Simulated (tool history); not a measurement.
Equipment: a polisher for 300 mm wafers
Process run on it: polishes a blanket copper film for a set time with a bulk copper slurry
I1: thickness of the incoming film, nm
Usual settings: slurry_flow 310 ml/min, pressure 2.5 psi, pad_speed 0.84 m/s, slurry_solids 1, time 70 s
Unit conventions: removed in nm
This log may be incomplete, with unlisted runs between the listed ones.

run 1 hour=0 | slurry_flow=385 pressure=2.5 pad_speed=0.84 slurry_solids=1 time=70 | I1=3082.7 | removed=407.2
run 2 hour=91.5 | slurry_flow=310 pressure=2.5 pad_speed=0.84 slurry_solids=1 time=70 | I1=3009.6 | removed=396.6
run 3 hour=143.7 | slurry_flow=310 pressure=2.5 pad_speed=0.84 slurry_solids=1 time=70 | I1=2989.5 | removed=389.1
run 4 hour=226.2 | slurry_flow=310 pressure=2.5 pad_speed=0.84 slurry_solids=1 time=70 | I1=3027.8 | removed=379.8
-- hour=264.6 worn pad replaced by a new one
-- hour=293.3 slurry blender recalibrated
-- hour=313.5 slurry nozzle cleaned
run 5 hour=314 | slurry_flow=310 pressure=2.5 pad_speed=0.84 slurry_solids=1 time=70 | I1=3017.2 | removed=405.7
run 6 hour=351.8 | slurry_flow=310 pressure=2.5 pad_speed=0.84 slurry_solids=1 time=70 | I1=3046.2 | removed=406.1
run 7 hour=477.6 | slurry_flow=310 pressure=2.5 pad_speed=0.84 slurry_solids=1 time=70 | I1=3091.3 | removed=393.1
run 8 hour=552.5 | slurry_flow=310 pressure=2.5 pad_speed=0.84 slurry_solids=1 time=70 | I1=3018.4 | removed=390.2
-- hour=579.1 worn pad replaced by a new one
-- hour=644.3 slurry blender recalibrated
-- hour=706.8 slurry nozzle cleaned
run 9 hour=796.5 | slurry_flow=310 pressure=2.5 pad_speed=0.84 slurry_solids=0.8 time=64 | I1=3055.3 | removed=349.4
run 10 hour=899.5 | slurry_flow=310 pressure=2.5 pad_speed=0.84 slurry_solids=0.8 time=64 | I1=3001.5 | removed=343.5
run 11 hour=958.3 | slurry_flow=310 pressure=2.5 pad_speed=0.84 slurry_solids=1 time=70 | I1=3028.6 | removed=386.6
-- hour=969 worn pad replaced by a new one
-- hour=1050.1 slurry blender recalibrated
-- hour=1062.1 slurry nozzle cleaned
run 12 hour=1063.9 | slurry_flow=310 pressure=2.5 pad_speed=0.84 slurry_solids=1.15 time=70 | I1=3013.3 | removed=411.1
-- hour=1205.3 head pressure recalibrated
-- hour=1307.6 worn pad replaced by a new one
run 13 hour=1351.6 | slurry_flow=245 pressure=3.1 pad_speed=0.84 slurry_solids=1 time=54 | I1=3057.9 | removed=366.3
-- hour=1404.6 slurry blender recalibrated
run 14 hour=1432.3 | slurry_flow=310 pressure=2.5 pad_speed=0.84 slurry_solids=1 time=70 | I1=3047.5 | removed=406.2
-- hour=1466.5 slurry nozzle cleaned
run 15 hour=1491.1 | slurry_flow=255 pressure=2.5 pad_speed=0.84 slurry_solids=1 time=54 | I1=3027.8 | removed=306.7
run 16 hour=1590.3 | slurry_flow=350 pressure=3.1 pad_speed=0.84 slurry_solids=1 time=82 | I1=3050.1 | removed=589.6
run 17 hour=1669.5 | slurry_flow=310 pressure=3.1 pad_speed=0.84 slurry_solids=0.75 time=70 | I1=3016.9 | removed=458.7
-- hour=1720.4 worn pad replaced by a new one
run 18 hour=1736.7 | slurry_flow=310 pressure=2.5 pad_speed=0.84 slurry_solids=1 time=70 | I1=2976.3 | removed=377.7
run 19 hour=1808.2 | slurry_flow=310 pressure=2.5 pad_speed=0.84 slurry_solids=1 time=53 | I1=3020 | removed=278.9
-- hour=1810.8 slurry blender recalibrated
run 20 hour=1847 | slurry_flow=310 pressure=2.5 pad_speed=0.84 slurry_solids=1 time=70 | I1=3031.6 | removed=412.8

Here are 4 independent what-if runs from the current tool condition. What would each one return?
run A hour=1847.4 | slurry_flow=310 pressure=2.5 pad_speed=0.84 slurry_solids=1 time=70 | I1=3014.9 | removed=?
run B hour=1847.4 | slurry_flow=240 pressure=2.5 pad_speed=0.84 slurry_solids=0.75 time=81 | I1=3014.9 | removed=?
run C hour=1847.4 | slurry_flow=400 pressure=2.5 pad_speed=0.84 slurry_solids=1 time=70 | I1=3014.9 | removed=?
run D hour=1847.4 | slurry_flow=250 pressure=2.5 pad_speed=0.84 slurry_solids=0.8 time=85 | I1=3014.9 | removed=?

run=A removed=400
run=B removed=425.5
run=C removed=407.8
run=D removed=454.3
With the hidden condition removed and each run's random variation left untouched, the same runs would have given:
run=A removed=400.3
run=B removed=425.7
run=C removed=408.1
run=D removed=454.7
